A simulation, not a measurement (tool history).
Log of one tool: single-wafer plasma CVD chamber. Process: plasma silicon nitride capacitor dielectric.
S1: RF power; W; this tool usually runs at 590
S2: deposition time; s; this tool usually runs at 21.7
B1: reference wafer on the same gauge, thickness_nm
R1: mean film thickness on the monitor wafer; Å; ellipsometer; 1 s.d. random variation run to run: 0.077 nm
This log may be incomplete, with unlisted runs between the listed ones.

| run | day | S1 | S2 | B1 | R1 |
|---|---|---|---|---|---|
| 1 | 0 | 590 | 21.7 | 36.62 | 335.13 |
| 2 | 2.225 | 590 | 21.7 | 36.559 | 335.37 |
| 3 | 3.367 | 660 | 21.7 | 36.553 | 346.16 |
| 4 | 5.329 | 660 | 21.7 | 36.622 | 345.66 |
| 5 | 8.058 | 550 | 21.7 | 36.615 | 329.97 |
| 6 | 10.608 | 550 | 21.7 | 36.607 | 328.85 |
|  | 11.9 | RF generator calibrated |
| 7 | 12.55 | 550 | 21.7 | 36.587 | 326.01 |
|  | 12.767 | gauge calibrated |
| 8 | 15.342 | 590 | 21.7 | 36.573 | 332.91 |
| 9 | 17.15 | 590 | 21.7 | 36.588 | 330.49 |
| 10 | 18.446 | 520 | 21.7 | 36.607 | 321.25 |
|  | 19.112 | showerhead replaced |
|  | 19.95 | RF generator calibrated, repeated, since the last time left the tool worse |
| 11 | 21.3 | 525 | 21.7 | 36.615 | 329.88 |
| 12 | 23.671 | 590 | 21.7 | 36.58 | 340.36 |
| 13 | 25.5 | 590 | 20 | 36.603 | 314.69 |
| 14 | 28.175 | 705 | 18.9 | 36.622 | 311.38 |
| 15 | 30.679 | 705 | 17.8 | 36.569 | 292.99 |
| 16 | 32.404 | 630 | 21.7 | 36.622 | 346.66 |
| 17 | 35.342 | 590 | 21.7 | 36.571 | 339.03 |
| 18 | 36.367 | 590 | 21.7 | 36.585 | 339.57 |

Give the tool's hidden conditions for every run:
gauge reads high (%): 0 on each run
H1: delivered RF power above the setpoint (%)
| run | H1 |
|---|---|
| 1 | -5.45 |
| 2 | -5.64 |
| 3 | -5.73 |
| 4 | -5.9 |
| 5 | -6.13 |
| 6 | -6.34 |
| 7 | -9.78 |
| 8 | -10 |
| 9 | -10.2 |
| 10 | -10.3 |
| 11 | -0.19 |
| 12 | -0.39 |
| 13 | -0.545 |
| 14 | -0.77 |
| 15 | -0.982 |
| 16 | -1.13 |
| 17 | -1.38 |
| 18 | -1.46 |

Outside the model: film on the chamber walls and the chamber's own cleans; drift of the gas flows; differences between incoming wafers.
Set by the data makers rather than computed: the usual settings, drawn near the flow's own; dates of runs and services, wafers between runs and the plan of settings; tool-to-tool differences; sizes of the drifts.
